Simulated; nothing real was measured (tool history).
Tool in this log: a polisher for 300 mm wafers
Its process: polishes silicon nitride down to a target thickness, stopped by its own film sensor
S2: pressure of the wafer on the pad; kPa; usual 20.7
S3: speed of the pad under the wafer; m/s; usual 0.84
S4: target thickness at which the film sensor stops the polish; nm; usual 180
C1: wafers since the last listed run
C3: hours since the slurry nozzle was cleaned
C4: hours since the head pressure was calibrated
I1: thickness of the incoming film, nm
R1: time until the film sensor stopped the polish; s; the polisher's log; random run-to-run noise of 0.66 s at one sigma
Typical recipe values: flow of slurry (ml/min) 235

run 1 hour=0.0 | flow_of_slurry_(ml/min)=235 S2=20.7 S3=0.84 S4=180 | C1=0 wafers_polished_on_this_pad=237 C3=114.1 C4=658.5 | I1=278.8 | R1=81.6
run 2 hour=32.9 | flow_of_slurry_(ml/min)=235 S2=20.7 S3=0.84 S4=180 | C1=193 wafers_polished_on_this_pad=430 C3=147.0 C4=691.4 | I1=278.4 | R1=79.5
run 3 hour=46.0 | flow_of_slurry_(ml/min)=235 S2=20.7 S3=0.84 S4=180 | C1=76 wafers_polished_on_this_pad=507 C3=160.1 C4=704.5 | I1=281.4 | R1=84.7
run 4 hour=60.5 | flow_of_slurry_(ml/min)=235 S2=20.7 S3=0.84 S4=180 | C1=85 wafers_polished_on_this_pad=592 C3=174.6 C4=719.0 | I1=280.9 | R1=82.6
-- hour=137.3 worn pad replaced by a new one
run 5 hour=157.9 | flow_of_slurry_(ml/min)=235 S2=20.7 S3=0.84 S4=180 | C1=548 wafers_polished_on_this_pad=120 C3=272.0 C4=816.4 | I1=277.8 | R1=83.3
run 6 hour=189.1 | flow_of_slurry_(ml/min)=300 S2=20.7 S3=0.84 S4=180 | C1=183 wafers_polished_on_this_pad=304 C3=303.2 C4=847.6 | I1=280.2 | R1=84.8
-- hour=195.9 slurry nozzle cleaned
run 7 hour=206.8 | flow_of_slurry_(ml/min)=235 S2=20.7 S3=0.68 S4=172 | C1=98 wafers_polished_on_this_pad=402 C3=10.9 C4=865.3 | I1=279.6 | R1=98.2
run 8 hour=225.4 | flow_of_slurry_(ml/min)=235 S2=20.7 S3=0.68 S4=172 | C1=109 wafers_polished_on_this_pad=511 C3=29.5 C4=883.9 | I1=283.0 | R1=100.9
run 9 hour=253.7 | flow_of_slurry_(ml/min)=235 S2=20.7 S3=0.68 S4=172 | C1=166 wafers_polished_on_this_pad=677 C3=57.8 C4=912.2 | I1=282.0 | R1=100.1
run 10 hour=276.9 | flow_of_slurry_(ml/min)=235 S2=20.7 S3=0.92 S4=180 | C1=136 wafers_polished_on_this_pad=814 C3=81.0 C4=935.4 | I1=281.7 | R1=77.5
run 11 hour=294.2 | flow_of_slurry_(ml/min)=235 S2=20.7 S3=0.92 S4=180 | C1=101 wafers_polished_on_this_pad=915 C3=98.3 C4=952.7 | I1=282.1 | R1=78.5
-- hour=304.1 worn pad replaced by a new one
-- hour=305.7 head pressure recalibrated
run 12 hour=330.0 | flow_of_slurry_(ml/min)=235 S2=20.7 S3=0.84 S4=180 | C1=177 wafers_polished_on_this_pad=143 C3=134.1 C4=24.3 | I1=278.8 | R1=81.4
run 13 hour=353.3 | flow_of_slurry_(ml/min)=235 S2=20.7 S3=0.84 S4=158 | C1=136 wafers_polished_on_this_pad=279 C3=157.4 C4=47.6 | I1=279.0 | R1=99.9
run 14 hour=381.1 | flow_of_slurry_(ml/min)=235 S2=20.7 S3=0.84 S4=158 | C1=163 wafers_polished_on_this_pad=443 C3=185.2 C4=75.4 | I1=280.4 | R1=101.3
run 15 hour=397.2 | flow_of_slurry_(ml/min)=235 S2=20.7 S3=0.84 S4=158 | C1=94 wafers_polished_on_this_pad=537 C3=201.3 C4=91.5 | I1=276.1 | R1=98.6
run 16 hour=421.6 | flow_of_slurry_(ml/min)=235 S2=20.7 S3=0.84 S4=180 | C1=143 wafers_polished_on_this_pad=681 C3=225.7 C4=115.9 | I1=279.8 | R1=84.8
run 17 hour=442.4 | flow_of_slurry_(ml/min)=265 S2=20.7 S3=0.84 S4=167 | C1=122 wafers_polished_on_this_pad=803 C3=246.5 C4=136.7 | I1=281.6 | R1=95.6
-- hour=451.8 worn pad replaced by a new one
run 18 hour=461.4 | flow_of_slurry_(ml/min)=235 S2=20.7 S3=0.84 S4=158 | C1=88 wafers_polished_on_this_pad=56 C3=265.5 C4=155.7 | I1=278.7 | R1=101.4
run 19 hour=474.2 | flow_of_slurry_(ml/min)=235 S2=17.2 S3=0.84 S4=191 | C1=75 wafers_polished_on_this_pad=131 C3=278.3 C4=168.5 | I1=280.1 | R1=87.0
run 20 hour=501.9 | flow_of_slurry_(ml/min)=235 S2=20.7 S3=1.00 S4=180 | C1=162 wafers_polished_on_this_pad=294 C3=306.0 C4=196.2 | I1=281.7 | R1=79.2
-- hour=513.2 slurry nozzle cleaned
run 21 hour=537.3 | flow_of_slurry_(ml/min)=290 S2=26.9 S3=0.92 S4=165 | C1=202 wafers_polished_on_this_pad=496 C3=24.1 C4=231.6 | I1=284.6 | R1=72.5
run 22 hour=569.4 | flow_of_slurry_(ml/min)=235 S2=20.7 S3=0.84 S4=180 | C1=188 wafers_polished_on_this_pad=685 C3=56.2 C4=263.7 | I1=278.5 | R1=78.8
run 23 hour=599.3 | flow_of_slurry_(ml/min)=165 S2=20.7 S3=0.98 S4=180 | C1=175 wafers_polished_on_this_pad=860 C3=86.1 C4=293.6 | I1=281.8 | R1=79.7
-- hour=635.2 worn pad replaced by a new one
run 24 hour=651.2 | flow_of_slurry_(ml/min)=315 S2=24.1 S3=0.58 S4=201 | C1=281 wafers_polished_on_this_pad=94 C3=138.0 C4=345.5 | I1=279.1 | R1=68.3
run 25 hour=679.9 | flow_of_slurry_(ml/min)=310 S2=20.7 S3=0.84 S4=180 | C1=168 wafers_polished_on_this_pad=262 C3=166.7 C4=374.2 | I1=279.7 | R1=79.4
run 26 hour=693.7 | flow_of_slurry_(ml/min)=195 S2=18.6 S3=0.66 S4=180 | C1=81 wafers_polished_on_this_pad=343 C3=180.5 C4=388.0 | I1=282.6 | R1=108.0
run 27 hour=708.7 | flow_of_slurry_(ml/min)=235 S2=24.1 S3=1.08 S4=180 | C1=88 wafers_polished_on_this_pad=431 C3=195.5 C4=403.0 | I1=282.9 | R1=65.1
run 28 hour=725.9 | flow_of_slurry_(ml/min)=235 S2=20.7 S3=0.84 S4=159 | C1=101 wafers_polished_on_this_pad=533 C3=212.7 C4=420.2 | I1=281.1 | R1=101.5
run 29 hour=744.9 | flow_of_slurry_(ml/min)=235 S2=20.7 S3=0.84 S4=180 | C1=111 wafers_polished_on_this_pad=644 C3=231.7 C4=439.2 | I1=283.2 | R1=86.8
run 30 hour=766.9 | flow_of_slurry_(ml/min)=165 S2=20.7 S3=0.56 S4=180 | C1=129 wafers_polished_on_this_pad=773 C3=253.7 C4=461.2 | I1=282.2 | R1=117.6
run 31 hour=794.3 | flow_of_slurry_(ml/min)=160 S2=25.5 S3=1.00 S4=190 | C1=160 wafers_polished_on_this_pad=934 C3=281.1 C4=488.6 | I1=285.8 | R1=67.1
-- hour=806.3 worn pad replaced by a new one
run 32 hour=817.6 | flow_of_slurry_(ml/min)=235 S2=20.7 S3=0.84 S4=180 | C1=113 wafers_polished_on_this_pad=66 C3=304.4 C4=511.9 | I1=284.8 | R1=89.8

Each row is a separate what-if for the run after 32, all from the same tool condition, not one after another. Results?
run A hour=818.0 | flow_of_slurry_(ml/min)=235 S2=20.7 S3=0.84 S4=180 | C1=2 wafers_polished_on_this_pad=68 C3=304.8 C4=512.3 | I1=281.6 | R1=?
run B hour=818.0 | flow_of_slurry_(ml/min)=235 S2=20.7 S3=0.84 S4=168 | C1=2 wafers_polished_on_this_pad=68 C3=304.8 C4=512.3 | I1=281.6 | R1=?
run C hour=818.0 | flow_of_slurry_(ml/min)=155 S2=17.9 S3=0.70 S4=199 | C1=2 wafers_polished_on_this_pad=68 C3=304.8 C4=512.3 | I1=281.6 | R1=?
run D hour=818.0 | flow_of_slurry_(ml/min)=235 S2=24.8 S3=0.84 S4=180 | C1=2 wafers_polished_on_this_pad=68 C3=304.8 C4=512.3 | I1=281.6 | R1=?

run=A R1=87.0
run=B R1=97.3
run=C R1=97.2
run=D R1=75.6
Had the tool no hidden state, the same runs would have come out as:
run=A R1=79.9
run=B R1=89.4
run=C R1=85.6
run=D R1=69.5
